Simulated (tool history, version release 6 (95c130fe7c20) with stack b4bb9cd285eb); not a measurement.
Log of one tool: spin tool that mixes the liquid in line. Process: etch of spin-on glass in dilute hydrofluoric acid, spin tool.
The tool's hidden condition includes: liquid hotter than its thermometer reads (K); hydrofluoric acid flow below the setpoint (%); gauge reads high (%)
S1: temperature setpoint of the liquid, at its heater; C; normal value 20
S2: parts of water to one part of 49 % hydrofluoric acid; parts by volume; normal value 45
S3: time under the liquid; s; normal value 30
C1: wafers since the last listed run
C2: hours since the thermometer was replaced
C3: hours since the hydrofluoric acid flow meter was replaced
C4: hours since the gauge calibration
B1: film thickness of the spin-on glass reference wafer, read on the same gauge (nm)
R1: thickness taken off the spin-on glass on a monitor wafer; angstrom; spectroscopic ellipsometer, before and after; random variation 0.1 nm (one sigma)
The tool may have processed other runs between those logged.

run	hour	S1	S2	S3	C1	C2	C3	C4	B1	R1
1	0	20	45	30	0	1508.4	107.1	365.9	59.97	126.5
2	58.8	20	45	30	857	1567.2	165.9	424.7	60.01	125.1
3	95.3	20	45	30	532	1603.7	202.4	461.2	60.05	125.1
4	122.5	20	45	30	396	1630.9	229.6	488.4	59.98	125.5
5	160.2	20	45	30	549	1668.6	267.3	526.1	60.01	126.1
6	203.3	20	45	40	628	1711.7	310.4	569.2	60.01	166.2
7	265.6	20	45	40	908	1774	372.7	631.5	60.01	165.1
8	317.5	20	45	40	756	1825.9	424.6	683.4	59.98	163.4
9	346.1	20	45	30	416	1854.5	453.2	712	60.02	122.6
10	385.3	18	55	30	571	1893.7	492.4	751.2	60.01	93.1
11	446.4	20	45	30	890	1954.8	553.5	812.3	60	123.4
12	481.6	20	45	30	513	1990	588.7	847.5	60	123.2
13	678	18	45	30	2862	2186.4	785.1	1043.9	60	112.9
14	718.6	18	45	30	591	2227	825.7	1084.5	60.01	112.8
15	779.9	18	45	30	893	2288.3	887	1145.8	59.99	113.6
16	830.4	20	45	30	736	2338.8	937.5	1196.3	59.99	121.1
# hour 838: thermometer replaced
17	900.6	17	55	45	1008	62.6	1007.7	1266.5	59.95	127.4
18	938.2	18	30	15	548	100.2	1045.3	1304.1	59.98	85.4
19	979.7	20	45	30	604	141.7	1086.8	1345.6	59.98	122.5
# hour 987.1: hydrofluoric acid flow meter replaced
20	1035.7	20	45	30	801	197.7	48.6	1401.6	59.96	128.3
21	1096.4	20	60	30	884	258.4	109.3	1462.3	60.01	92.5
22	1217.1	20	30	30	1759	379.1	230	1583	59.99	193.4
23	1258.8	20	30	45	607	420.8	271.7	1624.7	60.02	289
24	1294.9	24	55	15	526	456.9	307.8	1660.8	60.02	60.2
25	1351.4	22	45	30	823	513.4	364.3	1717.3	59.96	135.1
# hour 1376: gauge calibrated
26	1391.6	17	30	30	585	553.6	404.5	15.6	59.98	166.5
27	1437.6	20	45	50	670	599.6	450.5	61.6	60	207.4
28	1463.4	22	30	15	376	625.4	476.3	87.4	60.01	103.9
29	1532.5	21.5	55	40	1007	694.5	545.4	156.5	60	144.2
30	1602.4	25	45	45	1018	764.4	615.3	226.4	59.96	232.9
31	1673.3	20	45	20	1033	835.3	686.2	297.3	60	82.4
32	1728.7	24	45	30	807	890.7	741.6	352.7	59.98	145.9
33	1776.3	22	30	30	693	938.3	789.2	400.3	60	206
34	1811.6	20	45	25	514	973.6	824.5	435.6	60.01	101.6

What was the tool's hidden state at every run in the log?
liquid hotter than its thermometer reads (K): 0 at every run
gauge reads high (%): 0 at every run
H1: hydrofluoric acid flow below the setpoint (%)
run	H1
1	1.31
2	1.54
3	1.68
4	1.79
5	1.93
6	2.1
7	2.34
8	2.54
9	2.65
10	2.81
11	3.04
12	3.18
13	3.94
14	4.1
15	4.33
16	4.53
17	4.8
18	4.95
19	5.11
20	0.603
21	0.839
22	1.31
23	1.47
24	1.61
25	1.83
26	1.98
27	2.16
28	2.26
29	2.53
30	2.8
31	3.07
32	3.29
33	3.47
34	3.61
